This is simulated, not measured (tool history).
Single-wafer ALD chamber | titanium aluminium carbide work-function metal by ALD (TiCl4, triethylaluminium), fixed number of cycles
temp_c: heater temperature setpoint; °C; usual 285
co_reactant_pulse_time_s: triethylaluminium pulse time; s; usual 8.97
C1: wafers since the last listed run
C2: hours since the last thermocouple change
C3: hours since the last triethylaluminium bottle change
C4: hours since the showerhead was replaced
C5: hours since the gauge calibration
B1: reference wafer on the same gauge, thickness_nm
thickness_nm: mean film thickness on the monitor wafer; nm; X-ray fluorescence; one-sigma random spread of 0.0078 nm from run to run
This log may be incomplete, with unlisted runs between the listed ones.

run 1 hour=0 | temp_c=285 co_reactant_pulse_time_s=8.97 | C1=0 C2=2389.9 C3=1231.8 C4=5532.9 C5=234.5 | B1=1.539 | thickness_nm=1.538
run 2 hour=7.5 | temp_c=285 co_reactant_pulse_time_s=8.97 | C1=66 C2=2397.4 C3=1239.3 C4=5540.4 C5=242 | B1=1.54 | thickness_nm=1.525
run 3 hour=20.7 | temp_c=285 co_reactant_pulse_time_s=8.97 | C1=117 C2=2410.6 C3=1252.5 C4=5553.6 C5=255.2 | B1=1.543 | thickness_nm=1.537
run 4 hour=29.4 | temp_c=285 co_reactant_pulse_time_s=8.97 | C1=77 C2=2419.3 C3=1261.2 C4=5562.3 C5=263.9 | B1=1.539 | thickness_nm=1.528
run 5 hour=45.9 | temp_c=285 co_reactant_pulse_time_s=8.97 | C1=147 C2=2435.8 C3=1277.7 C4=5578.8 C5=280.4 | B1=1.539 | thickness_nm=1.54
run 6 hour=62.4 | temp_c=285 co_reactant_pulse_time_s=8.97 | C1=147 C2=2452.3 C3=1294.2 C4=5595.3 C5=296.9 | B1=1.538 | thickness_nm=1.531
run 7 hour=77.4 | temp_c=285 co_reactant_pulse_time_s=8.97 | C1=133 C2=2467.3 C3=1309.2 C4=5610.3 C5=311.9 | B1=1.543 | thickness_nm=1.533
run 8 hour=83.9 | temp_c=285 co_reactant_pulse_time_s=8.97 | C1=57 C2=2473.8 C3=1315.7 C4=5616.8 C5=318.4 | B1=1.54 | thickness_nm=1.526
run 9 hour=101.1 | temp_c=285 co_reactant_pulse_time_s=8.97 | C1=153 C2=2491 C3=1332.9 C4=5634 C5=335.6 | B1=1.538 | thickness_nm=1.535
run 10 hour=115.9 | temp_c=285 co_reactant_pulse_time_s=8.97 | C1=132 C2=2505.8 C3=1347.7 C4=5648.8 C5=350.4 | B1=1.54 | thickness_nm=1.536
run 11 hour=129.1 | temp_c=278 co_reactant_pulse_time_s=6.5 | C1=117 C2=2519 C3=1360.9 C4=5662 C5=363.6 | B1=1.538 | thickness_nm=1.197
run 12 hour=146.9 | temp_c=278 co_reactant_pulse_time_s=6.5 | C1=158 C2=2536.8 C3=1378.7 C4=5679.8 C5=381.4 | B1=1.536 | thickness_nm=1.201
run 13 hour=162 | temp_c=278 co_reactant_pulse_time_s=6.5 | C1=134 C2=2551.9 C3=1393.8 C4=5694.9 C5=396.5 | B1=1.538 | thickness_nm=1.21
run 14 hour=170.8 | temp_c=285 co_reactant_pulse_time_s=8.97 | C1=78 C2=2560.7 C3=1402.6 C4=5703.7 C5=405.3 | B1=1.537 | thickness_nm=1.532
run 15 hour=176.8 | temp_c=285 co_reactant_pulse_time_s=8.97 | C1=53 C2=2566.7 C3=1408.6 C4=5709.7 C5=411.3 | B1=1.541 | thickness_nm=1.541
-- hour=191.1 triethylaluminium bottle replaced
run 16 hour=191.6 | temp_c=280 co_reactant_pulse_time_s=7.41 | C1=60 C2=2581.5 C3=0.5 C4=5724.5 C5=426.1 | B1=1.539 | thickness_nm=1.538
run 17 hour=193.7 | temp_c=285 co_reactant_pulse_time_s=8.97 | C1=18 C2=2583.6 C3=2.6 C4=5726.6 C5=428.2 | B1=1.542 | thickness_nm=1.66
run 18 hour=202.2 | temp_c=285 co_reactant_pulse_time_s=8.97 | C1=75 C2=2592.1 C3=11.1 C4=5735.1 C5=436.7 | B1=1.542 | thickness_nm=1.659
run 19 hour=216.1 | temp_c=297 co_reactant_pulse_time_s=8.97 | C1=124 C2=2606 C3=25 C4=5749 C5=450.6 | B1=1.543 | thickness_nm=1.746
-- hour=239.8 thermocouple changed; heater temperature recalibrated
run 20 hour=240.3 | temp_c=270 co_reactant_pulse_time_s=7.58 | C1=144 C2=0.5 C3=49.2 C4=5773.2 C5=474.8 | B1=1.541 | thickness_nm=1.484
run 21 hour=247.5 | temp_c=285 co_reactant_pulse_time_s=8.97 | C1=64 C2=7.7 C3=56.4 C4=5780.4 C5=482 | B1=1.539 | thickness_nm=1.661
run 22 hour=256.2 | temp_c=270 co_reactant_pulse_time_s=7.69 | C1=77 C2=16.4 C3=65.1 C4=5789.1 C5=490.7 | B1=1.539 | thickness_nm=1.463
run 23 hour=265.9 | temp_c=285 co_reactant_pulse_time_s=8.97 | C1=86 C2=26.1 C3=74.8 C4=5798.8 C5=500.4 | B1=1.538 | thickness_nm=1.655
-- hour=267.9 gauge calibrated
-- hour=284 showerhead replaced
run 24 hour=287.9 | temp_c=298 co_reactant_pulse_time_s=7.65 | C1=124 C2=48.1 C3=96.8 C4=3.9 C5=20 | B1=1.542 | thickness_nm=1.64
run 25 hour=300.5 | temp_c=271 co_reactant_pulse_time_s=10.19 | C1=112 C2=60.7 C3=109.4 C4=16.5 C5=32.6 | B1=1.542 | thickness_nm=1.595
run 26 hour=313.4 | temp_c=278 co_reactant_pulse_time_s=6.5 | C1=115 C2=73.6 C3=122.3 C4=29.4 C5=45.5 | B1=1.538 | thickness_nm=1.378
run 27 hour=329.2 | temp_c=285 co_reactant_pulse_time_s=12.39 | C1=140 C2=89.4 C3=138.1 C4=45.2 C5=61.3 | B1=1.539 | thickness_nm=1.724
run 28 hour=340.5 | temp_c=296 co_reactant_pulse_time_s=5.38 | C1=100 C2=100.7 C3=149.4 C4=56.5 C5=72.6 | B1=1.538 | thickness_nm=1.23
run 29 hour=358.8 | temp_c=285 co_reactant_pulse_time_s=6.82 | C1=163 C2=119 C3=167.7 C4=74.8 C5=90.9 | B1=1.542 | thickness_nm=1.438
run 30 hour=369.4 | temp_c=292 co_reactant_pulse_time_s=10.1 | C1=94 C2=129.6 C3=178.3 C4=85.4 C5=101.5 | B1=1.539 | thickness_nm=1.732
run 31 hour=380.8 | temp_c=280 co_reactant_pulse_time_s=6.49 | C1=101 C2=141 C3=189.7 C4=96.8 C5=112.9 | B1=1.54 | thickness_nm=1.377
run 32 hour=390 | temp_c=294 co_reactant_pulse_time_s=5.58 | C1=82 C2=150.2 C3=198.9 C4=106 C5=122.1 | B1=1.541 | thickness_nm=1.262
run 33 hour=407.9 | temp_c=285 co_reactant_pulse_time_s=8.97 | C1=159 C2=168.1 C3=216.8 C4=123.9 C5=140 | B1=1.542 | thickness_nm=1.62

What if the next run were any one of these 4? Each begins from the tool's condition after run 33:
run A hour=408.3 | temp_c=285 co_reactant_pulse_time_s=7.67 | C1=3 C2=168.5 C3=217.2 C4=124.3 C5=140.4 | B1=? | thickness_nm=?
run B hour=408.3 | temp_c=285 co_reactant_pulse_time_s=10.18 | C1=3 C2=168.5 C3=217.2 C4=124.3 C5=140.4 | B1=? | thickness_nm=?
run C hour=408.3 | temp_c=275 co_reactant_pulse_time_s=11.83 | C1=3 C2=168.5 C3=217.2 C4=124.3 C5=140.4 | B1=? | thickness_nm=?
run D hour=408.3 | temp_c=273 co_reactant_pulse_time_s=12.48 | C1=3 C2=168.5 C3=217.2 C4=124.3 C5=140.4 | B1=? | thickness_nm=?

run=A B1=1.538 thickness_nm=1.544
run=B B1=1.538 thickness_nm=1.69
run=C B1=1.538 thickness_nm=1.659
run=D B1=1.538 thickness_nm=1.653
Take away the tool's hidden state, keep each run's random variation, and the runs would have read:
run=A thickness_nm=1.609
run=B thickness_nm=1.721
run=C thickness_nm=1.675
run=D thickness_nm=1.666

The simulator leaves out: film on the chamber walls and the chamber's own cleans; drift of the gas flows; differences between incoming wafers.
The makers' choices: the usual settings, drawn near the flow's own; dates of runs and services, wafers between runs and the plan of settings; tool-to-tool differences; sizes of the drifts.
